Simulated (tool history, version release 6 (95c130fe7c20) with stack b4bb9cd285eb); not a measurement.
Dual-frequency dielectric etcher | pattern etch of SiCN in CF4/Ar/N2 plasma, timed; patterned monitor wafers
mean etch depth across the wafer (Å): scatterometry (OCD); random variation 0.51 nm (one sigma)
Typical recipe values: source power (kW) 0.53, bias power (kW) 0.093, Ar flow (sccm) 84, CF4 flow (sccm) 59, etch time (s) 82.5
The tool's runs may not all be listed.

run	hour	source power (kW)	bias power (kW)	Ar flow (sccm)	CF4 flow (sccm)	etch time (s)	wafers since the last listed run	hours since the last wet clean	hours since the last source power generator calibration	hours since the last bias power generator calibration	hours since the last Ar flow controller change	hours since the last CF4 flow controller change	hours since the last upper electrode change	hours since the gauge calibration	read-back reference wafer on the same gauge, depth_nm	mean etch depth across the wafer (Å)
1	0	0.53	0.093	84	59	82.5	0	344.7	1397.2	1771.6	1281.9	2290.3	1896.3	435.2	107.1	854
# hour 17.7: wet clean of the chamber
2	38.4	0.53	0.093	84	59	82.5	206	20.7	1435.6	1810	1320.3	2328.7	1934.7	473.6	106.9	842
3	66	0.53	0.093	84	59	82.5	275	48.3	1463.2	1837.6	1347.9	2356.3	1962.3	501.2	107	862
4	128.8	0.53	0.093	84	59	82.5	627	111.1	1526	1900.4	1410.7	2419.1	2025.1	564	106.9	853
# hour 162.1: gauge calibrated
5	270.7	0.53	0.093	84	59	82.5	1417	253	1667.9	2042.3	1552.6	2561	2167	108.6	106.9	851
6	303	0.53	0.093	75	59	82.5	322	285.3	1700.2	2074.6	1584.9	2593.3	2199.3	140.9	106.9	870
7	346.9	0.53	0.093	75	59	82.5	438	329.2	1744.1	2118.5	1628.8	2637.2	2243.2	184.8	107	867
# hour 392.2: bias power generator calibrated
# hour 397.7: wet clean of the chamber
8	409.3	0.53	0.093	75	59	82.5	529	11.6	1806.5	17.1	1691.2	2699.6	2305.6	247.2	107	867
9	436	0.53	0.093	84	59	82.5	266	38.3	1833.2	43.8	1717.9	2726.3	2332.3	273.9	106.9	849
# hour 462.3: upper electrode replaced
10	478.8	0.58	0.085	84	55	82.5	187	81.1	1876	86.6	1760.7	2769.1	16.5	316.7	107	887
# hour 497.9: Ar flow controller replaced
11	509.2	0.61	0.093	70	59	82.5	243	111.5	1906.4	117	11.3	2799.5	46.9	347.1	107	980
# hour 571.8: source power generator calibrated
# hour 623.7: CF4 flow controller replaced
12	690.4	0.43	0.079	84	59	82.5	1710	292.7	118.6	298.2	192.5	66.7	228.1	528.3	107.2	706
# hour 710.2: gauge calibrated
13	739	0.53	0.093	84	59	82.5	485	341.3	167.2	346.8	241.1	115.3	276.7	28.8	106.9	885
14	763.7	0.53	0.093	97	55	92.5	246	366	191.9	371.5	265.8	140	301.4	53.5	107	955
# hour 791.2: wet clean of the chamber
15	818.4	0.53	0.093	84	59	82.5	306	27.2	246.6	426.2	320.5	194.7	356.1	108.2	107.2	885
16	846.3	0.53	0.093	100	71	82.5	278	55.1	274.5	454.1	348.4	222.6	384	136.1	107	888
17	991.9	0.64	0.076	84	70	98.5	1454	200.7	420.1	599.7	494	368.2	529.6	281.7	107.1	1186

What if the next run were any one of these 3? Each begins from the tool's condition after run 17:
A	992.3	0.53	0.093	84	59	82.5	3	201.1	420.5	600.1	494.4	368.6	530	282.1	?	?
B	992.3	0.65	0.093	66	59	82.5	3	201.1	420.5	600.1	494.4	368.6	530	282.1	?	?
C	992.3	0.46	0.113	66	59	82.5	3	201.1	420.5	600.1	494.4	368.6	530	282.1	?	?

run	read-back reference wafer on the same gauge, depth_nm	mean etch depth across the wafer (Å)
A	106.9	876
B	106.9	1077
C	106.9	845
With the hidden condition removed and each run's random variation left untouched, the same runs would have given:
run	mean etch depth across the wafer (Å)
A	900
B	1107
C	868

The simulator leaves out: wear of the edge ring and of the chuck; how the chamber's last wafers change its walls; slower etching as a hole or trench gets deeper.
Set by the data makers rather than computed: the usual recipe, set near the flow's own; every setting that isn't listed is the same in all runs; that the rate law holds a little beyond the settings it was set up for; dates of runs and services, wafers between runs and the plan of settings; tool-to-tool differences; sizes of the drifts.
